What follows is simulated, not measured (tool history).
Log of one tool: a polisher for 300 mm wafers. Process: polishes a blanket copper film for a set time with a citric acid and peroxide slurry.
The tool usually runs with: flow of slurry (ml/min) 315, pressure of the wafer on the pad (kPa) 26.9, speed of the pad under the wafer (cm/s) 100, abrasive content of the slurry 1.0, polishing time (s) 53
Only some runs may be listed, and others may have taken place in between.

run,day,flow of slurry (ml/min),pressure of the wafer on the pad (kPa),speed of the pad under the wafer (cm/s),abrasive content of the slurry,polishing time (s),wafers since the last listed run,wafers polished on this pad,hours since the slurry nozzle was cleaned,hours since the head pressure was calibrated,hours since the slurry blender was calibrated,"incoming thickness of the incoming film, nm",film removed (Å)
1,0.000,315,26.9,100,1.0,53,0,706,385.9,1070.2,94.0,901.1,1409
2,0.396,315,26.9,100,1.0,53,91,797,395.4,1079.7,103.5,913.4,1412
3,0.996,315,26.9,100,1.0,53,138,936,409.8,1094.1,117.9,890.3,1437
4,1.721,345,26.9,100,1.0,53,167,1103,427.2,1111.5,135.3,903.2,1429
5,1.975,345,26.9,100,1.0,53,58,1162,433.3,1117.6,141.4,894.7,1456
# day 2.338: worn pad replaced by a new one
# day 2.608: slurry blender recalibrated
6,2.712,345,26.9,100,1.0,53,112,67,451.0,1135.3,2.5,900.2,1426
7,3.250,315,26.9,100,1.0,53,124,191,463.9,1148.2,15.4,903.7,1433
8,3.742,315,26.9,100,1.0,53,113,305,475.7,1160.0,27.2,900.1,1450
9,4.229,315,26.9,100,1.0,53,112,417,487.4,1171.7,38.9,904.3,1432
10,4.833,315,26.9,100,1.0,53,139,557,501.9,1186.2,53.4,900.5,1413
11,5.400,315,26.9,100,1.0,53,130,688,515.5,1199.8,67.0,905.0,1420
12,6.892,315,20.0,100,1.0,69,344,1032,551.3,1235.6,102.8,903.7,1372
13,7.279,315,26.9,76,1.0,53,89,1122,560.6,1244.9,112.1,889.7,1132
# day 7.492: worn pad replaced by a new one
# day 7.525: head pressure recalibrated
# day 7.867: slurry blender recalibrated
14,9.254,225,26.9,100,1.0,53,390,379,608.0,41.5,33.3,898.1,1354
# day 9.875: slurry nozzle cleaned
15,9.896,210,26.9,84,1.0,53,138,518,0.5,56.9,48.7,891.2,1202
16,10.488,315,26.9,100,1.0,53,136,654,14.7,71.1,62.9,900.7,1406
17,12.012,315,26.9,100,1.0,45,352,1007,51.3,107.7,99.5,907.8,1203
# day 13.225: slurry blender recalibrated
# day 13.633: worn pad replaced by a new one
18,13.654,315,26.9,72,1.2,53,321,4,90.7,147.1,10.3,885.1,1170
19,14.221,315,26.9,100,1.0,53,130,135,104.3,160.7,23.9,906.2,1427
20,14.696,315,26.9,100,1.0,53,109,245,115.7,172.1,35.3,894.0,1433
21,15.171,315,26.9,100,1.0,53,109,354,127.1,183.5,46.7,900.8,1429
22,15.904,265,26.9,110,1.1,53,169,524,144.7,201.1,64.3,905.2,1572
23,16.571,315,31.0,100,0.9,34,153,678,160.7,217.1,80.3,898.1,1008
24,17.146,315,26.9,100,1.0,53,132,810,174.5,230.9,94.1,906.1,1430
25,17.717,260,26.9,100,1.0,60,131,942,188.2,244.6,107.8,900.8,1571
26,18.221,315,26.9,100,1.0,53,116,1059,200.3,256.7,119.9,901.6,1423
27,18.546,345,26.9,100,1.0,53,75,1134,208.1,264.5,127.7,907.1,1425
# day 19.012: slurry blender recalibrated
28,19.046,365,26.9,100,1.2,53,96,1230,220.1,276.5,0.8,905.1,1547
# day 19.338: worn pad replaced by a new one
29,19.462,315,20.7,100,1.0,53,57,29,230.1,286.5,10.8,916.1,1091
30,19.862,315,26.9,100,1.0,53,92,121,239.7,296.1,20.4,888.8,1413
31,20.554,315,26.9,68,0.7,53,159,281,256.3,312.7,37.0,902.1,906

3 options for the next run, each taken on its own from the tool as it stands now. Forecast them:
A,20.571,280,26.9,100,1.0,53,3,285,256.7,313.1,37.4,897.4,?
B,20.571,315,22.8,66,1.0,66,3,285,256.7,313.1,37.4,897.4,?
C,20.571,270,21.4,84,1.0,64,3,285,256.7,313.1,37.4,897.4,?

run,film removed (Å)
A,1393
B,1071
C,1164
With no hidden state in the tool, these same runs would have given:
run,film removed (Å)
A,1393
B,1071
C,1164
